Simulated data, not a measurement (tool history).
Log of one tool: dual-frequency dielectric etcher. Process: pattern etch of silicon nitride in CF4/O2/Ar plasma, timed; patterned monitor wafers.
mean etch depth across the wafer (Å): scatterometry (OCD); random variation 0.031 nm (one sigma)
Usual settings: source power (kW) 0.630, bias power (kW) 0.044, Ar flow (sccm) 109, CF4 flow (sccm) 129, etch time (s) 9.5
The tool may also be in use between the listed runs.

run,hour,source power (kW),bias power (kW),Ar flow (sccm),CF4 flow (sccm),etch time (s),"read-back reference wafer on the same gauge, depth_nm",mean etch depth across the wafer (Å)
1,0.0,0.630,0.044,109,129,10.5,17.21,233.7
2,9.8,0.630,0.044,109,129,9.5,17.21,211.1
# hour 50.5: Ar flow controller replaced
# hour 53.3: wet clean of the chamber
3,53.8,0.630,0.044,109,129,9.5,17.20,209.3
4,54.1,0.630,0.044,109,117,9.5,17.18,207.3
5,56.5,0.630,0.044,109,117,9.5,17.20,207.1
# hour 68.4: CF4 flow controller replaced
6,68.9,0.520,0.044,109,129,9.5,17.21,188.7
# hour 80.6: source power generator calibrated
7,81.1,0.630,0.044,109,129,11.5,17.21,253.5
8,91.6,0.630,0.044,109,129,9.5,17.20,209.3
9,109.4,0.630,0.044,109,129,9.5,17.19,210.2
# hour 127.3: bias power generator calibrated
# hour 129.8: gauge calibrated
# hour 140.0: upper electrode replaced
10,140.5,0.480,0.038,109,129,6.5,17.20,118.3
11,140.8,0.630,0.044,109,153,9.5,17.20,213.5
12,146.4,0.630,0.044,131,159,9.5,17.19,210.9
13,157.6,0.630,0.044,123,129,9.5,17.20,207.0
14,170.1,0.630,0.051,109,105,9.5,17.19,216.1
15,181.4,0.560,0.044,109,129,9.5,17.19,196.9
16,198.7,0.630,0.044,109,129,9.5,17.21,210.3
17,215.5,0.630,0.044,109,129,9.5,17.21,210.4
18,224.4,0.630,0.044,124,104,12.0,17.20,256.1
19,241.7,0.770,0.044,109,147,8.5,17.21,214.5
20,251.0,0.630,0.041,109,158,9.5,17.20,210.1

Forecast each of these 5 alternatives for the next run:
A,251.4,0.710,0.044,109,129,9.5,?,?
B,251.4,0.630,0.044,109,113,9.5,?,?
C,251.4,0.490,0.050,123,129,8.5,?,?
D,251.4,0.680,0.034,129,100,9.5,?,?
E,251.4,0.760,0.044,118,129,9.5,?,?

run,"read-back reference wafer on the same gauge, depth_nm",mean etch depth across the wafer (Å)
A,17.19,225.9
B,17.19,208.0
C,17.19,170.2
D,17.19,193.9
E,17.19,233.5
Without the tool's hidden state the same runs would have given:
run,mean etch depth across the wafer (Å)
A,224.5
B,206.7
C,169.2
D,192.7
E,232.1
